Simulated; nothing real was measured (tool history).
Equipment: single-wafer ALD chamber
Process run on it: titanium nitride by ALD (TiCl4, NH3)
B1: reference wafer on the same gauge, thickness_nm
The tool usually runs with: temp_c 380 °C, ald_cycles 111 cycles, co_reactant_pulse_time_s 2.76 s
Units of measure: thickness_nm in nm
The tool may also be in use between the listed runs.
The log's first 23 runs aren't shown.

Run 24, hour 2062.1: usual settings; B1 2.52. Result: thickness_nm 2.385 nm.
At hour 2118.1: thermocouple changed; heater temperature recalibrated.
Run 25, hour 2154: usual settings; B1 2.518. Result: thickness_nm 2.383 nm.
Run 26, hour 2252.6: usual settings; B1 2.52. Result: thickness_nm 2.385 nm.
Run 27, hour 2346.1: usual settings; B1 2.52. Result: thickness_nm 2.394 nm.
Run 28, hour 2424.5: usual settings but temp_c 372 °C, ald_cycles 126 cycles, co_reactant_pulse_time_s 3.07 s; B1 2.521. Result: thickness_nm 2.712 nm.
Run 29, hour 2520.3: usual settings but temp_c 386 °C, co_reactant_pulse_time_s 3.4 s; B1 2.52. Result: thickness_nm 2.419 nm.
Run 30, hour 2578.6: usual settings but ald_cycles 122 cycles, co_reactant_pulse_time_s 3.28 s; B1 2.52. Result: thickness_nm 2.645 nm.
Run 31, hour 2668.4: usual settings; B1 2.522. Result: thickness_nm 2.392 nm.
Run 32, hour 2960.5: usual settings but co_reactant_pulse_time_s 3.59 s; B1 2.522. Result: thickness_nm 2.407 nm.
Run 33, hour 3004.5: usual settings but temp_c 375 °C, co_reactant_pulse_time_s 3.66 s; B1 2.522. Result: thickness_nm 2.411 nm.
Run 34, hour 3101.2: usual settings but temp_c 367 °C; B1 2.52. Result: thickness_nm 2.359 nm.
Run 35, hour 3142.1: usual settings; B1 2.517. Result: thickness_nm 2.385 nm.

4 ways to go on from here, each from the tool as it stands after run 35. What would each give?
Run A, hour 3142.8: usual settings but ald_cycles 118 cycles; B1 ?. Result: thickness_nm ?.
Run B, hour 3142.8: usual settings but temp_c 369 °C, co_reactant_pulse_time_s 3.7 s; B1 ?. Result: thickness_nm ?.
Run C, hour 3142.8: usual settings but temp_c 395 °C, co_reactant_pulse_time_s 3.3 s; B1 ?. Result: thickness_nm ?.
Run D, hour 3142.8: usual settings but temp_c 370 °C, ald_cycles 126 cycles, co_reactant_pulse_time_s 1.81 s; B1 ?. Result: thickness_nm ?.

run     B1  thickness_nm
  A  2.518         2.541
  B  2.518         2.396
  C  2.518         2.424
  D  2.518         2.636
Take away the tool's hidden state, keep each run's random variation, and the runs would have read:
run  thickness_nm
  A         2.541
  B         2.396
  C         2.424
  D         2.636
